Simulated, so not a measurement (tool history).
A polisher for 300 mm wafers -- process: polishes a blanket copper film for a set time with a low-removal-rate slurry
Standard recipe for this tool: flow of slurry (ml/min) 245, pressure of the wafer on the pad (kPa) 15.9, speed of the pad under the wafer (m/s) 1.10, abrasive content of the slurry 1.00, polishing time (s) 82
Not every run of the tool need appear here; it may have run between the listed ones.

run,day,flow of slurry (ml/min),pressure of the wafer on the pad (kPa),speed of the pad under the wafer (m/s),abrasive content of the slurry,polishing time (s),wafers since the last listed run,wafers polished on this pad,hours since the slurry nozzle was cleaned,hours since the head pressure was calibrated,hours since the slurry blender was calibrated,"incoming thickness of the incoming film, nm",film removed (Å)
1,0.000,245,15.9,1.10,1.00,82,0,1669,7.4,83.4,274.7,887.9,2272
# day 0.217: slurry blender recalibrated
2,1.750,245,15.9,1.10,1.00,82,388,2057,49.4,125.4,36.8,882.3,2242
3,2.450,245,15.9,1.10,1.00,82,162,2220,66.2,142.2,53.6,885.9,2221
# day 3.229: worn pad replaced by a new one
4,3.721,245,15.9,1.10,1.00,59,257,114,96.7,172.7,84.1,875.0,1640
5,4.375,245,15.9,1.10,1.00,59,152,266,112.4,188.4,99.8,870.6,1633
6,5.829,245,15.9,1.10,1.00,82,338,605,147.3,223.3,134.7,883.2,2276
7,7.158,245,15.9,1.10,1.00,82,309,914,179.2,255.2,166.6,883.0,2257
8,8.508,245,13.1,1.24,0.80,54,314,1229,211.6,287.6,199.0,867.9,1223
9,9.138,245,15.9,1.10,1.00,82,146,1375,226.7,302.7,214.1,884.8,2250
10,10.154,245,15.9,1.10,1.00,82,236,1612,251.1,327.1,238.5,862.2,2327
11,10.742,245,15.9,0.96,1.00,58,136,1749,265.2,341.2,252.6,865.8,1464
12,11.604,245,15.9,1.10,1.00,82,200,1949,285.9,361.9,273.3,858.1,2258
13,12.421,245,20.7,1.10,1.00,82,190,2140,305.5,381.5,292.9,868.1,2898
# day 13.408: worn pad replaced by a new one
14,13.533,245,13.1,0.82,1.25,94,220,29,332.2,408.2,319.6,866.8,1866
15,14.583,245,15.9,1.10,1.00,82,244,273,357.4,433.4,344.8,857.6,2236
# day 14.750: slurry blender recalibrated
# day 15.654: slurry nozzle cleaned
16,15.675,300,15.9,1.10,1.00,58,225,498,0.5,459.6,22.2,868.2,1663
17,16.350,245,15.9,1.10,1.00,82,157,656,16.7,475.8,38.4,852.5,2297

Run 18 has not been measured yet. What should we expect?
18,17.817,245,15.9,1.10,1.20,104,341,997,51.9,511.0,73.6,874.8,?

Run 18 gave film removed (Å) 3094.
Without the tool's hidden state the same run would have given film removed (Å) 2956.
